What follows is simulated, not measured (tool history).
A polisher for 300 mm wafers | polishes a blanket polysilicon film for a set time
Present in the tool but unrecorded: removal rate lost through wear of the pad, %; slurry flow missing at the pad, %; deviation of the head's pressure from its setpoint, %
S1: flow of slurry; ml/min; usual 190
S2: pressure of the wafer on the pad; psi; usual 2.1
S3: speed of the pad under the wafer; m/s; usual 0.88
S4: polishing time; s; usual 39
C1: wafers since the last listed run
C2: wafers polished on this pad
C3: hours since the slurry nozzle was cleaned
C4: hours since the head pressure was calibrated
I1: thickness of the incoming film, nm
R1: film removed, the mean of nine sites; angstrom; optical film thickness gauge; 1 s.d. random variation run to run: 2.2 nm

run,hour,S1,S2,S3,S4,C1,C2,C3,C4,I1,R1
1,0.0,190,1.7,0.88,39,0,1874,537.5,109.7,1985.3,1941
2,40.3,190,1.7,0.88,39,725,2599,577.8,150.0,2019.8,1969
3,92.9,190,1.7,0.88,39,946,3545,630.4,202.6,2032.3,1903
4,157.3,190,1.9,0.88,39,1158,4704,694.8,267.0,2028.7,2046
# hour 180.3: slurry nozzle cleaned
5,255.1,190,1.8,0.88,39,1741,6446,74.8,364.8,2006.1,2080
6,291.6,190,1.8,0.88,39,656,7103,111.3,401.3,2025.0,2054
# hour 310.8: worn pad replaced by a new one
7,384.8,190,1.8,0.88,39,1604,1330,204.5,494.5,2039.3,2023
8,423.7,190,2.1,1.04,39,699,2030,243.4,533.4,1992.3,2654
9,487.2,190,2.1,0.88,30,1142,3173,306.9,596.9,2030.6,1748
10,579.1,190,2.1,0.88,30,1653,4826,398.8,688.8,2041.0,1725
# hour 684.1: worn pad replaced by a new one
11,684.6,190,2.1,0.88,39,1826,9,504.3,794.3,2032.2,2197
12,739.1,190,2.1,0.88,39,980,989,558.8,848.8,2011.5,2197
13,975.0,190,2.1,0.88,48,4244,5234,794.7,1084.7,2003.9,2698
# hour 998.8: slurry nozzle cleaned
14,1055.0,190,2.1,0.88,48,1421,6655,56.2,1164.7,2017.1,2536
# hour 1083.4: worn pad replaced by a new one
15,1121.3,170,2.1,0.88,39,1120,682,122.5,1231.0,2022.6,1989
# hour 1150.2: head pressure recalibrated
16,1168.8,210,2.4,0.74,39,818,1501,170.0,18.6,2022.6,1976
17,1223.8,190,2.1,0.88,39,989,2491,225.0,73.6,2003.6,1985
# hour 1290.7: slurry nozzle cleaned, repeated, since the last time left the tool worse
18,1301.3,190,2.1,0.88,28,1376,3867,10.6,151.1,2050.5,1656
19,1343.9,190,2.6,0.88,30,766,4634,53.2,193.7,2025.1,2027
20,1401.1,190,2.4,0.88,45,1029,5663,110.4,250.9,1975.9,2894
21,1457.8,190,2.1,0.88,50,1020,6683,167.1,307.6,2032.0,2906
# hour 1527.9: worn pad replaced by a new one
22,1546.6,165,1.4,0.88,45,1525,336,255.9,396.4,2055.1,1955
23,1585.8,150,2.7,0.60,39,705,1042,295.1,435.6,2010.8,1788
24,1645.9,250,1.5,0.70,47,1081,2123,355.2,495.7,2024.5,1827
25,1721.7,190,1.8,0.76,51,1363,3487,431.0,571.5,2005.3,2314
26,1796.7,190,2.1,1.00,39,1349,4837,506.0,646.5,2005.1,2503
27,1897.4,190,2.1,0.88,39,1811,6649,606.7,747.2,1996.9,2218
# hour 1939.2: worn pad replaced by a new one
28,2003.4,190,1.8,0.88,39,1835,1155,712.7,853.2,2008.6,1966

What if the next run were any one of these 4? Each begins from the tool's condition after run 28:
A,2003.8,190,2.1,0.64,39,7,1162,713.1,853.6,2001.7,?
B,2003.8,190,2.1,0.88,46,7,1162,713.1,853.6,2001.7,?
C,2003.8,190,1.6,1.02,39,7,1162,713.1,853.6,2001.7,?
D,2003.8,210,2.1,0.88,39,7,1162,713.1,853.6,2001.7,?

run,R1
A,1664
B,2625
C,2140
D,2264
Without the tool's unlogged condition, the same runs would have read:
run,R1
A,1734
B,2736
C,2231
D,2351
